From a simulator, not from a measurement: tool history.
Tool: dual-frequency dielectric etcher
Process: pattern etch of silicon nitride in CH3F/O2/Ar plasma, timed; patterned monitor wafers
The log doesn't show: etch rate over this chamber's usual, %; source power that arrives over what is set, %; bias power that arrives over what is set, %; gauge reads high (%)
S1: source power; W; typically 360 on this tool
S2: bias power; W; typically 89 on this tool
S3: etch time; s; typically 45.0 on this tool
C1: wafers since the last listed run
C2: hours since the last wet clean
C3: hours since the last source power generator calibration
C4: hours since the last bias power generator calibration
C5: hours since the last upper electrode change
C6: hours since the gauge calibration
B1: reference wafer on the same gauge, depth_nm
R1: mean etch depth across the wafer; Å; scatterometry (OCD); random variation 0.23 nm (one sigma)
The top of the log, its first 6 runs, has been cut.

run,day,S1,S2,S3,C1,C2,C3,C4,C5,C6,B1,R1
7,3.304,360,89,45.0,237,490.7,2835.4,2861.7,4726.4,373.3,35.87,345.5
8,3.979,360,89,45.0,221,506.9,2851.6,2877.9,4742.6,389.5,35.71,347.1
9,4.575,360,89,39.5,195,521.2,2865.9,2892.2,4756.9,403.8,35.78,305.7
10,5.054,360,89,45.0,157,532.7,2877.4,2903.7,4768.4,415.3,35.70,347.3
11,6.488,360,89,45.0,470,567.1,2911.8,2938.1,4802.8,449.7,35.90,349.5
12,7.012,360,89,50.5,172,579.7,2924.4,2950.7,4815.4,462.3,35.74,391.7
# day 7.212: gauge calibrated
13,7.629,360,89,50.5,202,594.5,2939.2,2965.5,4830.2,10.0,35.91,396.9
# day 8.175: bias power generator calibrated
14,8.225,290,71,32.5,140,608.8,2953.5,1.2,4844.5,24.3,35.86,206.5
15,8.946,300,89,35.0,236,626.1,2970.8,18.5,4861.8,41.6,35.73,253.6
16,9.429,330,99,45.0,158,637.7,2982.4,30.1,4873.4,53.2,35.84,363.0
# day 9.912: source power generator calibrated
17,9.933,360,89,45.0,110,649.8,0.5,42.2,4885.5,65.3,35.89,349.3
18,10.288,400,89,45.0,116,658.3,9.0,50.7,4894.0,73.8,35.87,361.4
# day 11.358: upper electrode replaced
19,11.379,410,89,55.5,30,684.5,35.2,76.9,0.5,100.0,35.82,458.0
20,11.392,330,99,45.0,4,684.8,35.5,77.2,0.8,100.3,35.66,362.2
21,11.483,330,74,45.0,30,687.0,37.7,79.4,3.0,102.5,35.86,302.1
# day 12.862: wet clean of the chamber
22,12.883,360,89,45.0,131,0.5,71.3,113.0,36.6,136.1,35.72,337.6
23,13.492,300,80,45.0,199,15.1,85.9,127.6,51.2,150.7,35.79,296.9
24,13.904,360,89,45.0,135,25.0,95.8,137.5,61.1,160.6,35.82,335.9
25,14.425,410,75,45.0,170,37.5,108.3,150.0,73.6,173.1,35.79,323.4
26,14.988,440,89,45.0,184,51.0,121.8,163.5,87.1,186.6,35.75,366.4
27,15.417,320,82,32.5,140,61.3,132.1,173.8,97.4,196.9,35.93,222.0
28,16.092,400,100,56.0,221,77.5,148.3,190.0,113.6,213.1,35.87,472.1
29,16.358,420,89,39.0,87,83.9,154.7,196.4,120.0,219.5,35.83,308.9
30,16.950,300,70,49.0,194,98.1,168.9,210.6,134.2,233.7,35.69,299.1
31,17.238,360,89,45.0,94,105.0,175.8,217.5,141.1,240.6,35.63,340.5

Each row is a separate what-if for the run after 31, all from the same tool condition, not one after another. Results?
A,17.254,360,89,45.0,5,105.4,176.2,217.9,141.5,241.0,?,?
B,17.254,360,101,45.0,5,105.4,176.2,217.9,141.5,241.0,?,?
C,17.254,420,70,36.0,5,105.4,176.2,217.9,141.5,241.0,?,?

run,B1,R1
A,35.82,342.3
B,35.82,367.4
C,35.82,252.2
The same runs, with their run-to-run variation unchanged, on a tool lacking any hidden condition would have given:
run,R1
A,336.0
B,360.7
C,247.6
